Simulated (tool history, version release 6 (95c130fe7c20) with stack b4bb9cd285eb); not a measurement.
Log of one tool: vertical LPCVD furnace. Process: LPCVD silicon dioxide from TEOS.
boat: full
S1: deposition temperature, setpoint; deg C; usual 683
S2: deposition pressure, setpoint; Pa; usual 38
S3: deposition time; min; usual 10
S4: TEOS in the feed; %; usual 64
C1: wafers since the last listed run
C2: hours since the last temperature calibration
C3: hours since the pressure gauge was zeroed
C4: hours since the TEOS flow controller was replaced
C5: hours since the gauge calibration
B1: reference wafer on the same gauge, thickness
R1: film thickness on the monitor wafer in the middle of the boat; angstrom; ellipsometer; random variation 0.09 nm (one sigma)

| run | day | S1 | S2 | S3 | S4 | C1 | C2 | C3 | C4 | C5 | B1 | R1 |
|---|---|---|---|---|---|---|---|---|---|---|---|---|
| 1 | 0 | 683 | 35.3 | 10 | 64 | 0 | 1140.9 | 2102.9 | 6034.3 | 152.5 | 42.99 | 442.6 |
| 2 | 1.412 | 683 | 35.3 | 10 | 64 | 449 | 1174.8 | 2136.8 | 6068.2 | 186.4 | 42.98 | 441.4 |
| 3 | 2.462 | 683 | 35.3 | 10 | 64 | 333 | 1200 | 2162 | 6093.4 | 211.6 | 42.97 | 441.6 |
| 4 | 4.412 | 683 | 38 | 10 | 70 | 620 | 1246.8 | 2208.8 | 6140.2 | 258.4 | 43 | 480.7 |
| 5 | 6.179 | 683 | 38 | 10 | 70 | 561 | 1289.2 | 2251.2 | 6182.6 | 300.8 | 43 | 481.6 |
| 6 | 7.967 | 683 | 38 | 10 | 64 | 568 | 1332.1 | 2294.1 | 6225.5 | 343.7 | 43.01 | 459.5 |
| 7 | 10.579 | 683 | 38 | 10 | 64 | 830 | 1394.8 | 2356.8 | 6288.2 | 406.4 | 42.99 | 460.9 |
| 8 | 12.567 | 680 | 38 | 10 | 64 | 631 | 1442.5 | 2404.5 | 6335.9 | 454.1 | 43 | 428.4 |
|  | 17.833 | pressure gauge zeroed |
| 9 | 19.488 | 680 | 38 | 10 | 64 | 1882 | 1608.6 | 39.7 | 6502 | 620.2 | 43.01 | 438.9 |
|  | 20.775 | TEOS flow controller replaced |
| 10 | 21.146 | 683 | 38 | 10 | 64 | 209 | 1648.4 | 79.5 | 8.9 | 660 | 43 | 473 |
|  | 22.196 | gauge calibrated |
| 11 | 23.133 | 683 | 32.7 | 7 | 69 | 631 | 1696.1 | 127.2 | 56.6 | 22.5 | 43 | 317.1 |
| 12 | 24.338 | 672 | 33.3 | 12.5 | 76 | 382 | 1725 | 156.1 | 85.5 | 51.4 | 43 | 459.5 |
|  | 25.838 | thermocouples replaced and temperature profile calibrated |
| 13 | 27.138 | 680 | 30.7 | 6.5 | 51 | 572 | 31.2 | 223.3 | 152.7 | 118.6 | 43.01 | 223.4 |
| 14 | 29.496 | 683 | 38 | 10 | 64 | 749 | 87.8 | 279.9 | 209.3 | 175.2 | 43 | 462.4 |
| 15 | 32.2 | 683 | 33.3 | 10 | 64 | 859 | 152.7 | 344.8 | 274.2 | 240.1 | 43.01 | 431.5 |
| 16 | 33.446 | 691 | 38 | 12 | 64 | 396 | 182.6 | 374.7 | 304.1 | 270 | 43 | 669.3 |
| 17 | 35.288 | 683 | 43.3 | 10 | 70 | 585 | 226.8 | 418.9 | 348.3 | 314.2 | 42.99 | 515.6 |
| 18 | 37.912 | 683 | 30.7 | 13 | 64 | 834 | 289.8 | 481.9 | 411.3 | 377.2 | 43.01 | 536.4 |

How the hidden state differs across the entries between the runs, from the last listed run before each to the first after it:
Between runs 8 and 9: pressure gauge zeroed (day 17.833)
  true tube temperature minus thermocouple reading, K: 0.672 -> 0.739; true pressure minus gauge reading, mTorr: -14.6 -> -2.09
  measured less the result without the state, R1: -4.3 -> +6.2 angstrom
Between runs 9 and 10: TEOS flow controller replaced (day 20.775)
  true tube temperature minus thermocouple reading, K: 0.739 -> 0.756; true pressure minus gauge reading, mTorr: -2.09 -> -2.78
  measured less the result without the state, R1: +6.2 -> +6.3 angstrom
Between runs 10 and 11: gauge calibrated (day 22.196)
  true tube temperature minus thermocouple reading, K: 0.756 -> 0.775; true pressure minus gauge reading, mTorr: -2.78 -> -3.56
  measured less the result without the state, R1: +6.3 -> +3.6 angstrom
Between runs 12 and 13: thermocouples replaced and temperature profile calibrated (day 25.838)
  true tube temperature minus thermocouple reading, K: 0.787 -> 0.0851; true pressure minus gauge reading, mTorr: -4.02 -> -5.01
  measured less the result without the state, R1: +5.1 -> -2 angstrom
